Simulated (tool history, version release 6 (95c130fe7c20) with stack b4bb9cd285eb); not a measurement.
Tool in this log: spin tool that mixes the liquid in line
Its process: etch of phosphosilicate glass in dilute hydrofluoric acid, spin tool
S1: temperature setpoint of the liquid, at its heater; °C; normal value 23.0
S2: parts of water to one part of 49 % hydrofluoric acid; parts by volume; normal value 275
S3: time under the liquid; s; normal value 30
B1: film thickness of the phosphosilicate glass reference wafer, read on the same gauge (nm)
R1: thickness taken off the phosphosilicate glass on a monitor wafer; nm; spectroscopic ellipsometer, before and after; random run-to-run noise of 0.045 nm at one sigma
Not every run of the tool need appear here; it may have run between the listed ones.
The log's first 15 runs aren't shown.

| run | hour | S1 | S2 | S3 | B1 | R1 |
|---|---|---|---|---|---|---|
| 16 | 1122.3 | 23.0 | 275 | 30 | 46.36 | 6.25 |
|  | 1161.1 | thermometer replaced |
| 17 | 1169.9 | 21.0 | 275 | 15 | 46.25 | 2.89 |
|  | 1211.6 | hydrofluoric acid flow meter replaced |
| 18 | 1215.3 | 23.0 | 275 | 50 | 46.14 | 10.44 |
| 19 | 1310.1 | 25.0 | 275 | 30 | 45.93 | 6.69 |
|  | 1376.7 | gauge calibrated |
| 20 | 1472.2 | 23.0 | 275 | 30 | 50.44 | 6.88 |
| 21 | 1533.2 | 28.0 | 275 | 45 | 50.45 | 12.05 |
| 22 | 1633.5 | 26.0 | 170 | 40 | 50.43 | 18.28 |
| 23 | 1731.9 | 26.0 | 355 | 45 | 50.38 | 7.96 |
| 24 | 1828.5 | 27.5 | 275 | 25 | 50.37 | 6.68 |
| 25 | 1925.5 | 23.0 | 275 | 30 | 50.33 | 6.85 |
| 26 | 2001.8 | 23.0 | 275 | 30 | 50.33 | 6.68 |
| 27 | 2057.2 | 23.0 | 275 | 30 | 50.31 | 6.86 |
| 28 | 2151.1 | 23.0 | 275 | 30 | 50.23 | 6.80 |
| 29 | 2196.0 | 24.5 | 370 | 40 | 50.19 | 6.48 |
| 30 | 2276.9 | 19.5 | 190 | 15 | 50.15 | 4.68 |
| 31 | 2320.5 | 23.0 | 175 | 30 | 50.14 | 11.79 |
| 32 | 2382.3 | 23.0 | 275 | 20 | 50.10 | 4.53 |
| 33 | 2471.1 | 23.0 | 275 | 15 | 50.02 | 3.40 |

Consider 3 possible next runs. They are alternatives, not a sequence: every one starts from the tool as it was left by run 33. What does each give?
| A | 2471.5 | 23.0 | 275 | 30 | ? | ? |
| B | 2471.5 | 23.0 | 390 | 15 | ? | ? |
| C | 2471.5 | 18.0 | 410 | 45 | ? | ? |

| run | B1 | R1 |
|---|---|---|
| A | 50.01 | 6.72 |
| B | 50.01 | 2.13 |
| C | 50.01 | 5.03 |
The same runs, with their run-to-run variation unchanged, on a tool lacking any hidden condition would have given:
| run | R1 |
|---|---|
| A | 6.72 |
| B | 2.13 |
| C | 5.03 |
